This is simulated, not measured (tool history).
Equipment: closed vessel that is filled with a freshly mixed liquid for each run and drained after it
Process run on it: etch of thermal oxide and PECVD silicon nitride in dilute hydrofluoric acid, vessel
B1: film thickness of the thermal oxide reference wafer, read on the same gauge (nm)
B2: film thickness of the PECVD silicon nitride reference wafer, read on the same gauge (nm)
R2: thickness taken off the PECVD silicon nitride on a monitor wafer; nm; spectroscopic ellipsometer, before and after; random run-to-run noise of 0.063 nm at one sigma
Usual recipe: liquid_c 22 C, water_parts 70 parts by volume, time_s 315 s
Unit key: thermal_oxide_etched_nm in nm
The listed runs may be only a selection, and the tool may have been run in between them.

run 1 hour=0 | liquid_c=22 water_parts=95 time_s=315 | B1=39.97 B2=110 | thermal_oxide_etched_nm=15.11 R2=8.25
run 2 hour=10.6 | liquid_c=22 water_parts=95 time_s=315 | B1=40.01 B2=110 | thermal_oxide_etched_nm=15.13 R2=8.2
run 3 hour=21.7 | liquid_c=22 water_parts=95 time_s=315 | B1=39.99 B2=109.99 | thermal_oxide_etched_nm=15.25 R2=8.32
run 4 hour=34.7 | liquid_c=22 water_parts=70 time_s=315 | B1=39.95 B2=110.02 | thermal_oxide_etched_nm=21.33 R2=11.02
run 5 hour=47.1 | liquid_c=22 water_parts=70 time_s=315 | B1=39.99 B2=110 | thermal_oxide_etched_nm=20.8 R2=11.16
run 6 hour=61 | liquid_c=22 water_parts=70 time_s=315 | B1=39.97 B2=109.99 | thermal_oxide_etched_nm=20.9 R2=11.07
-- hour=68.2 thermometer replaced
-- hour=72.9 gauge calibrated
run 7 hour=74.8 | liquid_c=24.5 water_parts=70 time_s=270 | B1=40.06 B2=110.01 | thermal_oxide_etched_nm=20.02 R2=11.28
run 8 hour=90.6 | liquid_c=24.5 water_parts=70 time_s=270 | B1=39.96 B2=110 | thermal_oxide_etched_nm=20.08 R2=11.3
run 9 hour=97.4 | liquid_c=17.5 water_parts=80 time_s=210 | B1=39.97 B2=110.01 | thermal_oxide_etched_nm=10.28 R2=4.8
run 10 hour=110.5 | liquid_c=27 water_parts=80 time_s=315 | B1=39.98 B2=109.99 | thermal_oxide_etched_nm=22.76 R2=13.7
run 11 hour=118.6 | liquid_c=17.5 water_parts=45 time_s=150 | B1=40 B2=109.98 | thermal_oxide_etched_nm=13.45 R2=6
run 12 hour=136.2 | liquid_c=22 water_parts=70 time_s=315 | B1=39.99 B2=110.01 | thermal_oxide_etched_nm=21.26 R2=11.12
run 13 hour=149.1 | liquid_c=22 water_parts=55 time_s=435 | B1=40.02 B2=109.99 | thermal_oxide_etched_nm=38.69 R2=19.57
run 14 hour=166.6 | liquid_c=22 water_parts=70 time_s=410 | B1=40 B2=109.96 | thermal_oxide_etched_nm=28.12 R2=14.65
run 15 hour=178.7 | liquid_c=22 water_parts=70 time_s=315 | B1=39.97 B2=109.98 | thermal_oxide_etched_nm=21.28 R2=11.26
run 16 hour=192.6 | liquid_c=22 water_parts=70 time_s=315 | B1=39.98 B2=109.98 | thermal_oxide_etched_nm=21.55 R2=11.33
-- hour=202.9 hydrofluoric acid flow meter replaced
run 17 hour=204.6 | liquid_c=18 water_parts=70 time_s=315 | B1=40.03 B2=110 | thermal_oxide_etched_nm=16.36 R2=7.92
run 18 hour=220.1 | liquid_c=23.5 water_parts=70 time_s=465 | B1=40.03 B2=110 | thermal_oxide_etched_nm=31.08 R2=17
run 19 hour=232.7 | liquid_c=22 water_parts=55 time_s=315 | B1=39.98 B2=109.99 | thermal_oxide_etched_nm=25.78 R2=13.23
run 20 hour=248.1 | liquid_c=27 water_parts=105 time_s=315 | B1=39.94 B2=110.02 | thermal_oxide_etched_nm=15.63 R2=9.73
run 21 hour=265.5 | liquid_c=22 water_parts=70 time_s=315 | B1=40 B2=110 | thermal_oxide_etched_nm=19.67 R2=10.32
run 22 hour=278.5 | liquid_c=20 water_parts=70 time_s=420 | B1=40 B2=110.02 | thermal_oxide_etched_nm=24.42 R2=12.21
run 23 hour=293 | liquid_c=22 water_parts=70 time_s=315 | B1=39.98 B2=110.02 | thermal_oxide_etched_nm=19.83 R2=10.44
run 24 hour=304 | liquid_c=22 water_parts=70 time_s=315 | B1=40.01 B2=109.99 | thermal_oxide_etched_nm=19.89 R2=10.55
run 25 hour=320.1 | liquid_c=18 water_parts=85 time_s=135 | B1=40 B2=110 | thermal_oxide_etched_nm=5.9 R2=2.84

For some of the steps in thermal_oxide_etched_nm from one run to the next: how much would appear even if the tool had no hidden state, given the settings, what came in and random variation, and how much remains for the hidden state plus any gauge scatter that the measured result and the result without hidden state don't share?
Unlogged tool condition in this case: liquid colder than its thermometer reads (K); hydrofluoric acid flow above the setpoint (%); gauge reads high (%).
Run 12 -> 13: water_parts 70 -> 55, time_s 315 -> 435. thermal_oxide_etched_nm +17.43 nm: hidden state +1.54, all else +15.89.
Run 16 -> 17: liquid_c 22 -> 18, hydrofluoric acid flow meter replaced. thermal_oxide_etched_nm -5.19 nm: hidden state -1.98, all else -3.21.
Run 17 -> 18: liquid_c 18 -> 23.5, time_s 315 -> 465. thermal_oxide_etched_nm +14.72 nm: hidden state +0.14, all else +14.58.
